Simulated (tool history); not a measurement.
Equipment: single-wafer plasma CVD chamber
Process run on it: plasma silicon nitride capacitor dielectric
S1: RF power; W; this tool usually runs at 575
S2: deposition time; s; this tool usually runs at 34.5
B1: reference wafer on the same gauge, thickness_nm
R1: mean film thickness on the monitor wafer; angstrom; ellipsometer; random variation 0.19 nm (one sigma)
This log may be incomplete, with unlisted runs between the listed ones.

| run | hour | S1 | S2 | B1 | R1 |
|---|---|---|---|---|---|
| 1 | 0 | 575 | 34.5 | 48.579 | 472.72 |
| 2 | 60.9 | 575 | 34.5 | 48.629 | 469.77 |
| 3 | 93 | 575 | 34.5 | 48.598 | 469.79 |
| 4 | 152.8 | 575 | 34.5 | 48.594 | 466.08 |
| 5 | 193 | 575 | 37.1 | 48.62 | 506.06 |
| 6 | 232.7 | 575 | 37.1 | 48.618 | 504.51 |
| 7 | 278.4 | 575 | 36.3 | 48.566 | 493 |
| 8 | 464.4 | 575 | 31.4 | 48.61 | 423 |
| 9 | 533.9 | 575 | 31.4 | 48.593 | 425.51 |
| 10 | 586.6 | 575 | 31.4 | 48.619 | 425.91 |
| 11 | 653.9 | 575 | 34.5 | 48.597 | 467.63 |
| 12 | 704 | 575 | 34.5 | 48.562 | 468.88 |
| 13 | 747.2 | 575 | 34.5 | 48.611 | 465.86 |
| 14 | 809.7 | 575 | 34.5 | 48.57 | 471.3 |
| 15 | 842.5 | 575 | 34.5 | 48.574 | 468.54 |
| 16 | 872.1 | 575 | 34.5 | 48.6 | 466.5 |
| 17 | 927.5 | 575 | 34.5 | 48.629 | 465.16 |
| 18 | 972.4 | 575 | 34.5 | 48.624 | 465.3 |
|  | 1019.2 | gauge calibrated |
| 19 | 1025.1 | 575 | 34.5 | 48.568 | 467.38 |
| 20 | 1087.3 | 575 | 34.5 | 48.619 | 464.61 |
| 21 | 1121.3 | 575 | 34.5 | 48.572 | 466.21 |
| 22 | 1183.5 | 525 | 28.7 | 48.632 | 375.41 |
|  | 1218.1 | RF generator calibrated |
| 23 | 1243 | 470 | 37.7 | 48.605 | 486.69 |
| 24 | 1298.2 | 610 | 34.5 | 48.631 | 490.97 |
| 25 | 1345.4 | 575 | 34.5 | 48.597 | 477.64 |
| 26 | 1399.6 | 615 | 37.1 | 48.642 | 523.26 |
| 27 | 1470.3 | 610 | 30.3 | 48.626 | 424.81 |
| 28 | 1540.3 | 575 | 34.5 | 48.611 | 478.65 |
| 29 | 1568.1 | 675 | 31 | 48.648 | 450 |
| 30 | 1611.7 | 610 | 34.5 | 48.625 | 485.14 |
| 31 | 1656.2 | 630 | 29.4 | 48.65 | 418.33 |
| 32 | 1726 | 575 | 34.5 | 48.578 | 471.86 |
|  | 1760.9 | showerhead replaced |
| 33 | 1764.9 | 575 | 36.6 | 48.651 | 505.18 |
| 34 | 1810.6 | 470 | 34.5 | 48.593 | 435.81 |
| 35 | 1838.9 | 575 | 34.5 | 48.591 | 471.3 |
| 36 | 1899.8 | 605 | 34.5 | 48.597 | 480.05 |
| 37 | 1953.9 | 575 | 34.5 | 48.57 | 472.39 |
| 38 | 2007 | 575 | 34.5 | 48.561 | 473.18 |
| 39 | 2062 | 465 | 29.8 | 48.625 | 378.55 |
|  | 2147.2 | gauge calibrated |
| 40 | 2242 | 530 | 29.5 | 48.6 | 388.98 |
| 41 | 2280.2 | 575 | 34.5 | 48.624 | 472.45 |
| 42 | 2327.4 | 470 | 36.9 | 48.606 | 465.33 |
| 43 | 2408.2 | 520 | 32.6 | 48.578 | 427.9 |
| 44 | 2465.5 | 470 | 31.4 | 48.642 | 396.28 |

Results per run with the tool's hidden condition removed, run-to-run variation unchanged:
Hidden state present: delivered RF power above the setpoint (%); gauge reads high (%).
| run | R1 |
|---|---|
| 1 | 485.05 |
| 2 | 482.32 |
| 3 | 482.48 |
| 4 | 478.91 |
| 5 | 520.15 |
| 6 | 518.71 |
| 7 | 507.04 |
| 8 | 435.51 |
| 9 | 438.24 |
| 10 | 438.75 |
| 11 | 481.86 |
| 12 | 483.23 |
| 13 | 480.19 |
| 14 | 485.89 |
| 15 | 483.09 |
| 16 | 481.03 |
| 17 | 479.71 |
| 18 | 479.91 |
| 19 | 482.11 |
| 20 | 479.31 |
| 21 | 480.99 |
| 22 | 387.36 |
| 23 | 487.91 |
| 24 | 493.29 |
| 25 | 480.74 |
| 26 | 527.64 |
| 27 | 429.33 |
| 28 | 484.71 |
| 29 | 456.03 |
| 30 | 492.19 |
| 31 | 424.85 |
| 32 | 479.95 |
| 33 | 514.24 |
| 34 | 444.01 |
| 35 | 480.41 |
| 36 | 489.83 |
| 37 | 482.42 |
| 38 | 483.58 |
| 39 | 387.15 |
| 40 | 398.61 |
| 41 | 484.31 |
| 42 | 477.2 |
| 43 | 439.1 |
| 44 | 406.82 |
